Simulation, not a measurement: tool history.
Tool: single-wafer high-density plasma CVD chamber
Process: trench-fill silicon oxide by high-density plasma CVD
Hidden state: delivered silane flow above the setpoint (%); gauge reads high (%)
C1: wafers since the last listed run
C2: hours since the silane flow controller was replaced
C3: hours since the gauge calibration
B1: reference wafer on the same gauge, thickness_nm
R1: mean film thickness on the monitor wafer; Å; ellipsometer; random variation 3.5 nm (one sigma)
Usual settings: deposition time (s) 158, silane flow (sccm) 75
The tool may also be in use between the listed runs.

run 1 hour=0 | deposition_time_(s)=158 silane_flow_(sccm)=68 | C1=0 C2=1605.4 C3=33.9 | B1=1078.801 | R1=11015.48
run 2 hour=13.9 | deposition_time_(s)=158 silane_flow_(sccm)=68 | C1=136 C2=1619.3 C3=47.8 | B1=1079.781 | R1=11031.99
run 3 hour=29.8 | deposition_time_(s)=158 silane_flow_(sccm)=68 | C1=156 C2=1635.2 C3=63.7 | B1=1081.197 | R1=11034.41
run 4 hour=44.9 | deposition_time_(s)=158 silane_flow_(sccm)=67 | C1=148 C2=1650.3 C3=78.8 | B1=1080.356 | R1=10898.41
run 5 hour=52.4 | deposition_time_(s)=158 silane_flow_(sccm)=75 | C1=73 C2=1657.8 C3=86.3 | B1=1079.054 | R1=12090.29
run 6 hour=64.9 | deposition_time_(s)=158 silane_flow_(sccm)=75 | C1=122 C2=1670.3 C3=98.8 | B1=1080.577 | R1=12044.22
run 7 hour=110.8 | deposition_time_(s)=158 silane_flow_(sccm)=75 | C1=451 C2=1716.2 C3=144.7 | B1=1080.692 | R1=11993.66
run 8 hour=125.5 | deposition_time_(s)=158 silane_flow_(sccm)=75 | C1=144 C2=1730.9 C3=159.4 | B1=1080.331 | R1=12065.3
run 9 hour=139.3 | deposition_time_(s)=158 silane_flow_(sccm)=75 | C1=135 C2=1744.7 C3=173.2 | B1=1080.268 | R1=12018.99
run 10 hour=149.7 | deposition_time_(s)=158 silane_flow_(sccm)=75 | C1=102 C2=1755.1 C3=183.6 | B1=1079.511 | R1=12001.36
run 11 hour=158.4 | deposition_time_(s)=158 silane_flow_(sccm)=75 | C1=85 C2=1763.8 C3=192.3 | B1=1079.661 | R1=12088.88
run 12 hour=173.8 | deposition_time_(s)=158 silane_flow_(sccm)=75 | C1=151 C2=1779.2 C3=207.7 | B1=1081.178 | R1=12041.83
run 13 hour=185.9 | deposition_time_(s)=158 silane_flow_(sccm)=81 | C1=119 C2=1791.3 C3=219.8 | B1=1079.739 | R1=12891.93
run 14 hour=197.4 | deposition_time_(s)=158 silane_flow_(sccm)=81 | C1=113 C2=1802.8 C3=231.3 | B1=1079.803 | R1=12920.14
run 15 hour=214.7 | deposition_time_(s)=158 silane_flow_(sccm)=75 | C1=170 C2=1820.1 C3=248.6 | B1=1081.213 | R1=12087.79
run 16 hour=225.1 | deposition_time_(s)=158 silane_flow_(sccm)=75 | C1=102 C2=1830.5 C3=259 | B1=1079.274 | R1=11989.12
run 17 hour=265.7 | deposition_time_(s)=177 silane_flow_(sccm)=75 | C1=399 C2=1871.1 C3=299.6 | B1=1079.604 | R1=13496.88
run 18 hour=275.9 | deposition_time_(s)=177 silane_flow_(sccm)=75 | C1=100 C2=1881.3 C3=309.8 | B1=1080.432 | R1=13484.69
run 19 hour=291 | deposition_time_(s)=177 silane_flow_(sccm)=75 | C1=148 C2=1896.4 C3=324.9 | B1=1078.855 | R1=13494.42
run 20 hour=297.9 | deposition_time_(s)=158 silane_flow_(sccm)=71 | C1=67 C2=1903.3 C3=331.8 | B1=1080.862 | R1=11434.43
run 21 hour=333.5 | deposition_time_(s)=158 silane_flow_(sccm)=75 | C1=350 C2=1938.9 C3=367.4 | B1=1079.847 | R1=12067.32
run 22 hour=350.9 | deposition_time_(s)=169 silane_flow_(sccm)=84 | C1=171 C2=1956.3 C3=384.8 | B1=1078.531 | R1=14248.51
run 23 hour=392.7 | deposition_time_(s)=158 silane_flow_(sccm)=81 | C1=411 C2=1998.1 C3=426.6 | B1=1078.878 | R1=13028.51
run 24 hour=400.3 | deposition_time_(s)=142 silane_flow_(sccm)=82 | C1=74 C2=2005.7 C3=434.2 | B1=1079.634 | R1=11784.47
run 25 hour=425 | deposition_time_(s)=141 silane_flow_(sccm)=81 | C1=242 C2=2030.4 C3=458.9 | B1=1080.502 | R1=11538
run 26 hour=439.5 | deposition_time_(s)=178 silane_flow_(sccm)=86 | C1=142 C2=2044.9 C3=473.4 | B1=1081.088 | R1=15444.76
run 27 hour=456.8 | deposition_time_(s)=158 silane_flow_(sccm)=75 | C1=170 C2=2062.2 C3=490.7 | B1=1079.66 | R1=12068.03
run 28 hour=470.3 | deposition_time_(s)=131 silane_flow_(sccm)=63 | C1=132 C2=2075.7 C3=504.2 | B1=1079.34 | R1=8533.09
-- hour=483.9 silane flow controller replaced
run 29 hour=484.4 | deposition_time_(s)=158 silane_flow_(sccm)=66 | C1=59 C2=0.5 C3=518.3 | B1=1080.081 | R1=10769.16
run 30 hour=489.5 | deposition_time_(s)=131 silane_flow_(sccm)=84 | C1=50 C2=5.6 C3=523.4 | B1=1079.708 | R1=11065.87
run 31 hour=495.6 | deposition_time_(s)=158 silane_flow_(sccm)=75 | C1=59 C2=11.7 C3=529.5 | B1=1078.658 | R1=12062.01
-- hour=504.6 gauge calibrated
run 32 hour=508.5 | deposition_time_(s)=158 silane_flow_(sccm)=75 | C1=126 C2=24.6 C3=3.9 | B1=1079.1 | R1=12012.86
run 33 hour=522.8 | deposition_time_(s)=132 silane_flow_(sccm)=80 | C1=140 C2=38.9 C3=18.2 | B1=1080.032 | R1=10669.85
run 34 hour=534.1 | deposition_time_(s)=184 silane_flow_(sccm)=88 | C1=111 C2=50.2 C3=29.5 | B1=1079.509 | R1=16277.85
run 35 hour=551.8 | deposition_time_(s)=127 silane_flow_(sccm)=82 | C1=174 C2=67.9 C3=47.2 | B1=1079.831 | R1=10485.34
run 36 hour=563.7 | deposition_time_(s)=158 silane_flow_(sccm)=75 | C1=117 C2=79.8 C3=59.1 | B1=1080.454 | R1=12027.66
run 37 hour=581 | deposition_time_(s)=158 silane_flow_(sccm)=75 | C1=170 C2=97.1 C3=76.4 | B1=1081.116 | R1=12059.88
run 38 hour=588.5 | deposition_time_(s)=145 silane_flow_(sccm)=80 | C1=73 C2=104.6 C3=83.9 | B1=1078.739 | R1=11719.55
run 39 hour=606.1 | deposition_time_(s)=158 silane_flow_(sccm)=75 | C1=173 C2=122.2 C3=101.5 | B1=1078.3 | R1=12083.35
run 40 hour=617.1 | deposition_time_(s)=158 silane_flow_(sccm)=75 | C1=108 C2=133.2 C3=112.5 | B1=1079.228 | R1=11999.2
run 41 hour=628.5 | deposition_time_(s)=158 silane_flow_(sccm)=85 | C1=112 C2=144.6 C3=123.9 | B1=1081.02 | R1=13538.96
run 42 hour=636.8 | deposition_time_(s)=158 silane_flow_(sccm)=75 | C1=81 C2=152.9 C3=132.2 | B1=1081.602 | R1=12034.98
run 43 hour=646.4 | deposition_time_(s)=185 silane_flow_(sccm)=69 | C1=94 C2=162.5 C3=141.8 | B1=1081.209 | R1=13149.33

What the log doesn't show, run by run:
delivered silane flow above the setpoint (%): 0 in every run
gauge reads high (%): 0 in every run

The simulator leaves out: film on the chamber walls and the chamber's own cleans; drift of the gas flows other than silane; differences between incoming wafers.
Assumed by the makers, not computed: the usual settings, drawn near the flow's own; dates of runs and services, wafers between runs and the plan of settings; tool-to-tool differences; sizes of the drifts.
